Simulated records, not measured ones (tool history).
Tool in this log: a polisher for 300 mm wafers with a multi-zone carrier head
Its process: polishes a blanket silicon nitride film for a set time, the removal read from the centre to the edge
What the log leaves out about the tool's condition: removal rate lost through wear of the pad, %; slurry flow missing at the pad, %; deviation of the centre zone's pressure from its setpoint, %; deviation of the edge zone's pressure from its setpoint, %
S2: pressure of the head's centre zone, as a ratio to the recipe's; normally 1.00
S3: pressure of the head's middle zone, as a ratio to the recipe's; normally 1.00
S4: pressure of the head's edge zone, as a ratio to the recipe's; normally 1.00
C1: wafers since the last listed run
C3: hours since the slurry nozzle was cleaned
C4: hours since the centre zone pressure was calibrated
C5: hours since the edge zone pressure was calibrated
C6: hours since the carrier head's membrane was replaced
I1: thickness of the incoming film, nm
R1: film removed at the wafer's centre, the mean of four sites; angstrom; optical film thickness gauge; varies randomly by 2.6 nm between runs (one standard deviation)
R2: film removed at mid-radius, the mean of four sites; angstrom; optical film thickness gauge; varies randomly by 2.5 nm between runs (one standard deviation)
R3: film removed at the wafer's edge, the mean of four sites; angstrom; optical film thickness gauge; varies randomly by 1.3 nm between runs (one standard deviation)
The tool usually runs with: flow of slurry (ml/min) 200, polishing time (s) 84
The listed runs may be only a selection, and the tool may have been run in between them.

{"run": 1, "day": 0.0, "flow of slurry (ml/min)": 200, "S2": 1.0, "S3": 1.0, "S4": 1.0, "polishing time (s)": 84, "C1": 0, "wafers polished on this pad": 691, "C3": 623.1, "C4": 1150.8, "C5": 1273.8, "C6": 1517.0, "I1": 910.2, "R1": 1639, "R2": 1673, "R3": 1715}
{"run": 2, "day": 0.675, "flow of slurry (ml/min)": 200, "S2": 1.0, "S3": 1.0, "S4": 1.0, "polishing time (s)": 84, "C1": 163, "wafers polished on this pad": 854, "C3": 639.3, "C4": 1167.0, "C5": 1290.0, "C6": 1533.2, "I1": 915.5, "R1": 1619, "R2": 1678, "R3": 1705}
{"run": 3, "day": 1.254, "flow of slurry (ml/min)": 200, "S2": 1.0, "S3": 1.0, "S4": 1.0, "polishing time (s)": 84, "C1": 139, "wafers polished on this pad": 994, "C3": 653.2, "C4": 1180.9, "C5": 1303.9, "C6": 1547.1, "I1": 910.2, "R1": 1640, "R2": 1626, "R3": 1708}
{"day": 1.738, "done": "worn pad replaced by a new one"}
{"run": 4, "day": 1.904, "flow of slurry (ml/min)": 200, "S2": 1.0, "S3": 1.0, "S4": 1.0, "polishing time (s)": 84, "C1": 116, "wafers polished on this pad": 40, "C3": 668.8, "C4": 1196.5, "C5": 1319.5, "C6": 1562.7, "I1": 907.1, "R1": 1611, "R2": 1579, "R3": 1698}
{"day": 2.142, "done": "slurry nozzle cleaned"}
{"run": 5, "day": 2.421, "flow of slurry (ml/min)": 200, "S2": 1.12, "S3": 1.0, "S4": 1.0, "polishing time (s)": 63, "C1": 114, "wafers polished on this pad": 155, "C3": 6.7, "C4": 1208.9, "C5": 1331.9, "C6": 1575.1, "I1": 908.7, "R1": 1418, "R2": 1308, "R3": 1337}
{"run": 6, "day": 2.679, "flow of slurry (ml/min)": 200, "S2": 1.0, "S3": 1.05, "S4": 1.0, "polishing time (s)": 73, "C1": 62, "wafers polished on this pad": 217, "C3": 12.9, "C4": 1215.1, "C5": 1338.1, "C6": 1581.3, "I1": 907.8, "R1": 1544, "R2": 1578, "R3": 1556}
{"day": 4.696, "done": "edge zone pressure recalibrated"}
{"run": 7, "day": 4.762, "flow of slurry (ml/min)": 200, "S2": 1.04, "S3": 1.0, "S4": 0.92, "polishing time (s)": 84, "C1": 483, "wafers polished on this pad": 701, "C3": 62.9, "C4": 1265.1, "C5": 1.6, "C6": 1631.3, "I1": 913.5, "R1": 1790, "R2": 1738, "R3": 1714}
{"day": 5.167, "done": "carrier head's membrane replaced by a new one"}
{"run": 8, "day": 5.188, "flow of slurry (ml/min)": 200, "S2": 1.0, "S3": 1.0, "S4": 1.06, "polishing time (s)": 84, "C1": 52, "wafers polished on this pad": 753, "C3": 73.1, "C4": 1275.3, "C5": 11.8, "C6": 0.5, "I1": 918.5, "R1": 1787, "R2": 1713, "R3": 1829}
{"day": 5.488, "done": "centre zone pressure recalibrated"}
{"run": 9, "day": 5.608, "flow of slurry (ml/min)": 200, "S2": 1.0, "S3": 1.0, "S4": 1.0, "polishing time (s)": 84, "C1": 81, "wafers polished on this pad": 834, "C3": 83.2, "C4": 2.9, "C5": 21.9, "C6": 10.6, "I1": 903.1, "R1": 1781, "R2": 1717, "R3": 1775}
{"day": 5.867, "done": "worn pad replaced by a new one"}
{"run": 10, "day": 6.338, "flow of slurry (ml/min)": 200, "S2": 1.08, "S3": 1.0, "S4": 0.95, "polishing time (s)": 84, "C1": 135, "wafers polished on this pad": 113, "C3": 100.7, "C4": 20.4, "C5": 39.4, "C6": 28.1, "I1": 906.6, "R1": 1880, "R2": 1756, "R3": 1737}
{"run": 11, "day": 7.383, "flow of slurry (ml/min)": 200, "S2": 1.0, "S3": 1.0, "S4": 1.0, "polishing time (s)": 84, "C1": 252, "wafers polished on this pad": 366, "C3": 125.8, "C4": 45.5, "C5": 64.5, "C6": 53.2, "I1": 923.3, "R1": 1739, "R2": 1780, "R3": 1784}
{"run": 12, "day": 7.75, "flow of slurry (ml/min)": 220, "S2": 1.0, "S3": 1.11, "S4": 1.04, "polishing time (s)": 59, "C1": 88, "wafers polished on this pad": 455, "C3": 134.6, "C4": 54.3, "C5": 73.3, "C6": 62.0, "I1": 915.7, "R1": 1255, "R2": 1354, "R3": 1292}
{"run": 13, "day": 8.429, "flow of slurry (ml/min)": 200, "S2": 1.0, "S3": 1.0, "S4": 1.0, "polishing time (s)": 84, "C1": 164, "wafers polished on this pad": 619, "C3": 150.9, "C4": 70.6, "C5": 89.6, "C6": 78.3, "I1": 919.1, "R1": 1730, "R2": 1696, "R3": 1774}
{"run": 14, "day": 9.046, "flow of slurry (ml/min)": 200, "S2": 1.0, "S3": 1.07, "S4": 1.06, "polishing time (s)": 84, "C1": 149, "wafers polished on this pad": 768, "C3": 165.7, "C4": 85.4, "C5": 104.4, "C6": 93.1, "I1": 918.1, "R1": 1759, "R2": 1809, "R3": 1820}
{"run": 15, "day": 9.429, "flow of slurry (ml/min)": 200, "S2": 1.0, "S3": 1.0, "S4": 1.12, "polishing time (s)": 84, "C1": 92, "wafers polished on this pad": 861, "C3": 174.9, "C4": 94.6, "C5": 113.6, "C6": 102.3, "I1": 891.9, "R1": 1724, "R2": 1740, "R3": 1869}
{"day": 9.642, "done": "worn pad replaced by a new one"}
{"run": 16, "day": 10.042, "flow of slurry (ml/min)": 130, "S2": 1.0, "S3": 1.0, "S4": 1.0, "polishing time (s)": 61, "C1": 107, "wafers polished on this pad": 97, "C3": 189.6, "C4": 109.3, "C5": 128.3, "C6": 117.0, "I1": 911.7, "R1": 1173, "R2": 1166, "R3": 1230}
{"run": 17, "day": 10.721, "flow of slurry (ml/min)": 200, "S2": 1.0, "S3": 1.0, "S4": 1.0, "polishing time (s)": 84, "C1": 164, "wafers polished on this pad": 261, "C3": 205.9, "C4": 125.6, "C5": 144.6, "C6": 133.3, "I1": 899.2, "R1": 1769, "R2": 1721, "R3": 1773}
{"run": 18, "day": 11.233, "flow of slurry (ml/min)": 165, "S2": 1.09, "S3": 1.06, "S4": 1.0, "polishing time (s)": 101, "C1": 123, "wafers polished on this pad": 385, "C3": 218.2, "C4": 137.9, "C5": 156.9, "C6": 145.6, "I1": 915.4, "R1": 2121, "R2": 2182, "R3": 2071}
{"run": 19, "day": 11.721, "flow of slurry (ml/min)": 175, "S2": 1.0, "S3": 1.11, "S4": 1.09, "polishing time (s)": 84, "C1": 117, "wafers polished on this pad": 502, "C3": 229.9, "C4": 149.6, "C5": 168.6, "C6": 157.3, "I1": 923.2, "R1": 1740, "R2": 1812, "R3": 1823}
{"run": 20, "day": 11.971, "flow of slurry (ml/min)": 200, "S2": 1.0, "S3": 1.1, "S4": 1.0, "polishing time (s)": 84, "C1": 60, "wafers polished on this pad": 563, "C3": 235.9, "C4": 155.6, "C5": 174.6, "C6": 163.3, "I1": 904.9, "R1": 1719, "R2": 1865, "R3": 1742}
{"run": 21, "day": 12.279, "flow of slurry (ml/min)": 250, "S2": 1.04, "S3": 0.93, "S4": 1.0, "polishing time (s)": 76, "C1": 74, "wafers polished on this pad": 637, "C3": 243.3, "C4": 163.0, "C5": 182.0, "C6": 170.7, "I1": 907.5, "R1": 1680, "R2": 1476, "R3": 1622}
{"run": 22, "day": 12.962, "flow of slurry (ml/min)": 200, "S2": 1.0, "S3": 1.0, "S4": 1.0, "polishing time (s)": 84, "C1": 165, "wafers polished on this pad": 802, "C3": 259.7, "C4": 179.4, "C5": 198.4, "C6": 187.1, "I1": 897.2, "R1": 1726, "R2": 1677, "R3": 1767}

Below, some changes in R1 between adjacent runs. For each, the amount present without the hidden state too (settings, incoming material, random variation) and the amount remaining for the hidden state with gauge scatter not shared by both compared results:
Run 4 -> 5: S2 1.00 -> 1.12, polishing time (s) 84 -> 63, slurry nozzle cleaned. R1 -193 angstrom: hidden state +152, all else -345.
Run 15 -> 16: flow of slurry (ml/min) 200 -> 130, S4 1.12 -> 1.00, polishing time (s) 84 -> 61, worn pad replaced by a new one. R1 -551 angstrom: hidden state -1, all else -550.
Run 16 -> 17: flow of slurry (ml/min) 130 -> 200, polishing time (s) 61 -> 84. R1 +596 angstrom: hidden state -6, all else +602.
Run 17 -> 18: flow of slurry (ml/min) 200 -> 165, S2 1.00 -> 1.09, S3 1.00 -> 1.06, polishing time (s) 84 -> 101. R1 +352 angstrom: hidden state -19, all else +371.
